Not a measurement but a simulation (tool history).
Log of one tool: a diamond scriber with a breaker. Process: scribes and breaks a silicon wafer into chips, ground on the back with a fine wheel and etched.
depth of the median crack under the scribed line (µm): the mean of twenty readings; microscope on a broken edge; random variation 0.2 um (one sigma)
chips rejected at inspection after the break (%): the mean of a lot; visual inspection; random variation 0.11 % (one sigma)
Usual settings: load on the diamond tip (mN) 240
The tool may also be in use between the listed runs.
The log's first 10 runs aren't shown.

run     day  load on the diamond tip (mN)  incoming depth of the damage left on the back of the incoming wafer, um  depth of the median crack under the scribed line (µm)  chips rejected at inspection after the break (%)
 11  21.425                           240                                                                     0.36                                                  15.29                                              1.91
 12  23.138                           240                                                                     0.71                                                  14.85                                              1.98
 13  24.808                           240                                                                      0.3                                                  15.34                                                 2
 14  26.808                           198                                                                     0.76                                                  13.53                                               7.6
     27.083  -- diamond tip replaced by a new one
 15  28.242                           198                                                                     0.53                                                  13.65                                              8.22
 16  29.625                           264                                                                     0.38                                                  15.85                                              1.58
 17    30.8                           240                                                                     0.67                                                   14.6                                              2.44
 18  35.571                           174                                                                     0.35                                                  12.21                                              17.4
     36.979  -- load on the tip recalibrated
 19  37.792                           300                                                                     0.71                                                  17.55                                               5.2
 20  39.208                           240                                                                     0.78                                                  15.24                                              1.78
 21  40.421                           271                                                                     0.76                                                  16.41                                               2.4
 22   43.35                           307                                                                     0.56                                                  17.89                                              5.65
 23  44.854                           191                                                                     0.41                                                  13.32                                              7.05
 24  47.829                           201                                                                     0.62                                                  13.38                                              5.84
 25  50.404                           267                                                                     0.74                                                  16.17                                              1.98
 26  53.321                           210                                                                     0.41                                                   14.2                                              4.58
     55.388  -- diamond tip replaced by a new one
 27  55.408                           205                                                                     0.52                                                  13.39                                              5.75

The next listed run, before its measurement:
 28  57.358                           203                                                                      0.6                                                      ?                                                 ?

{"run 28": {"depth of the median crack under the scribed line (µm)": 13.8, "chips rejected at inspection after the break (%)": 7.44}}
Without the tool's hidden state the same run would have given depth of the median crack under the scribed line (µm) 14.44, chips rejected at inspection after the break (%) 4.27.
